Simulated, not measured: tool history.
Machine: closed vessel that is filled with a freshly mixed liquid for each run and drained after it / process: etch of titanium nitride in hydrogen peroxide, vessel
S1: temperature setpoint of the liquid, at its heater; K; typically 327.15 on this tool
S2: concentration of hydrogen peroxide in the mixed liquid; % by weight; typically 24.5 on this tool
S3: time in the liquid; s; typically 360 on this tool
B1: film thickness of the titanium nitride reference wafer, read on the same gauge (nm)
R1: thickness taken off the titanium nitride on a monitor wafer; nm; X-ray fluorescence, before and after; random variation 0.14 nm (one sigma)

{"run": 1, "hour": 0.0, "S1": 327.15, "S2": 24.5, "S3": 360, "B1": 130, "R1": 19.02}
{"run": 2, "hour": 52.5, "S1": 327.15, "S2": 24.5, "S3": 360, "B1": 129.98, "R1": 18.93}
{"run": 3, "hour": 97.5, "S1": 327.15, "S2": 24.5, "S3": 360, "B1": 129.99, "R1": 18.72}
{"run": 4, "hour": 155.3, "S1": 327.15, "S2": 24.5, "S3": 360, "B1": 130, "R1": 18.88}
{"run": 5, "hour": 197.0, "S1": 327.15, "S2": 24.5, "S3": 360, "B1": 129.97, "R1": 18.94}
{"run": 6, "hour": 244.4, "S1": 327.15, "S2": 24.5, "S3": 360, "B1": 129.99, "R1": 18.96}
{"run": 7, "hour": 306.5, "S1": 327.15, "S2": 24.5, "S3": 360, "B1": 130.03, "R1": 18.73}
{"hour": 427.1, "done": "new drum of peroxide connected"}
{"run": 8, "hour": 480.9, "S1": 327.15, "S2": 24.5, "S3": 360, "B1": 129.99, "R1": 18.32}
{"hour": 483.6, "done": "peroxide flow meter replaced"}
{"run": 9, "hour": 534.5, "S1": 327.15, "S2": 24.5, "S3": 360, "B1": 130, "R1": 18.6}
{"run": 10, "hour": 590.7, "S1": 320.65, "S2": 30, "S3": 360, "B1": 130.02, "R1": 11.84}
{"hour": 597.5, "done": "gauge calibrated"}
{"run": 11, "hour": 621.6, "S1": 327.15, "S2": 24.5, "S3": 360, "B1": 129.99, "R1": 18.32}
{"hour": 624.7, "done": "thermometer replaced"}
{"run": 12, "hour": 658.1, "S1": 320.65, "S2": 30, "S3": 360, "B1": 130, "R1": 13.58}
{"run": 13, "hour": 685.9, "S1": 327.15, "S2": 24.5, "S3": 360, "B1": 130, "R1": 21.02}
{"run": 14, "hour": 722.7, "S1": 327.15, "S2": 24.5, "S3": 360, "B1": 129.96, "R1": 20.74}
{"run": 15, "hour": 751.2, "S1": 327.15, "S2": 24.5, "S3": 240, "B1": 130.02, "R1": 14.03}
{"run": 16, "hour": 821.6, "S1": 327.15, "S2": 27.5, "S3": 360, "B1": 130, "R1": 21.13}
{"run": 17, "hour": 849.8, "S1": 327.15, "S2": 24.5, "S3": 145, "B1": 130.01, "R1": 8.34}
{"run": 18, "hour": 893.8, "S1": 319.15, "S2": 17, "S3": 360, "B1": 130.02, "R1": 10.74}
{"run": 19, "hour": 919.7, "S1": 317.65, "S2": 27, "S3": 155, "B1": 130.02, "R1": 4.5}
{"run": 20, "hour": 976.7, "S1": 334.65, "S2": 28, "S3": 360, "B1": 130.02, "R1": 35.75}

Predict each of these 5 candidate next runs independently; none follows another, all start after run 20:
{"run": "A", "hour": 977.5, "S1": 327.15, "S2": 24.5, "S3": 480, "B1": "?", "R1": "?"}
{"run": "B", "hour": 977.5, "S1": 319.15, "S2": 21, "S3": 360, "B1": "?", "R1": "?"}
{"run": "C", "hour": 977.5, "S1": 327.15, "S2": 22, "S3": 360, "B1": "?", "R1": "?"}
{"run": "D", "hour": 977.5, "S1": 322.65, "S2": 20.5, "S3": 305, "B1": "?", "R1": "?"}
{"run": "E", "hour": 977.5, "S1": 327.15, "S2": 26.5, "S3": 460, "B1": "?", "R1": "?"}

run=A B1=129.97 R1=27.77
run=B B1=129.97 R1=11.29
run=C B1=129.97 R1=20.35
run=D B1=129.97 R1=12.3
run=E B1=129.97 R1=27.08
Stripped of hidden state, with their random variation kept, the same runs would have yielded:
run=A R1=28.61
run=B R1=11.64
run=C R1=20.96
run=D R1=12.68
run=E R1=27.89
